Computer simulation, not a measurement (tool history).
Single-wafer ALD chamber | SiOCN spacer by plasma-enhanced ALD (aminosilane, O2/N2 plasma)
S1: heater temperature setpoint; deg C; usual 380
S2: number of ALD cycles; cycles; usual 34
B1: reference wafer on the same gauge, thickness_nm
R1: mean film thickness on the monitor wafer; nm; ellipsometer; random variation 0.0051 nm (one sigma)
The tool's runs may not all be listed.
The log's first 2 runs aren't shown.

run 3 hour=97.9 | S1=380 S2=34 | B1=2.1 | R1=2.064
run 4 hour=148.6 | S1=380 S2=34 | B1=2.1 | R1=2.063
run 5 hour=219.6 | S1=380 S2=34 | B1=2.1 | R1=2.056
run 6 hour=274.6 | S1=380 S2=34 | B1=2.101 | R1=2.058
run 7 hour=331.5 | S1=380 S2=34 | B1=2.1 | R1=2.058
run 8 hour=396.5 | S1=380 S2=34 | B1=2.101 | R1=2.059
run 9 hour=462.3 | S1=380 S2=34 | B1=2.101 | R1=2.05
run 10 hour=497.4 | S1=380 S2=34 | B1=2.1 | R1=2.054
run 11 hour=535.9 | S1=380 S2=34 | B1=2.1 | R1=2.05
run 12 hour=585.2 | S1=380 S2=34 | B1=2.1 | R1=2.054
run 13 hour=610.1 | S1=380 S2=34 | B1=2.1 | R1=2.057
run 14 hour=653.8 | S1=380 S2=34 | B1=2.1 | R1=2.056
run 15 hour=707.6 | S1=380 S2=34 | B1=2.101 | R1=2.058
run 16 hour=742.5 | S1=380 S2=36 | B1=2.1 | R1=2.181
run 17 hour=813.9 | S1=380 S2=34 | B1=2.1 | R1=2.06
run 18 hour=850.2 | S1=380 S2=34 | B1=2.099 | R1=2.072
run 19 hour=900.3 | S1=387 S2=34 | B1=2.099 | R1=2.054
run 20 hour=954.4 | S1=388 S2=37 | B1=2.1 | R1=2.24
run 21 hour=1024.8 | S1=388 S2=37 | B1=2.099 | R1=2.235
run 22 hour=1081.9 | S1=388 S2=37 | B1=2.1 | R1=2.247
run 23 hour=1140.6 | S1=380 S2=34 | B1=2.1 | R1=2.058
run 24 hour=1178.5 | S1=367 S2=34 | B1=2.101 | R1=2.057
run 25 hour=1224.5 | S1=387 S2=36 | B1=2.1 | R1=2.191
-- hour=1249.3 gauge calibrated
run 26 hour=1282.8 | S1=380 S2=34 | B1=2.1 | R1=2.056
run 27 hour=1328.6 | S1=380 S2=34 | B1=2.1 | R1=2.054

The next listed run, before its measurement:
run 28 hour=1370.1 | S1=380 S2=34 | B1=? | R1=?

{"run 28": {"B1": 2.1, "R1": 2.058}}
Without the tool's hidden state the same run would have given R1 2.058 nm.
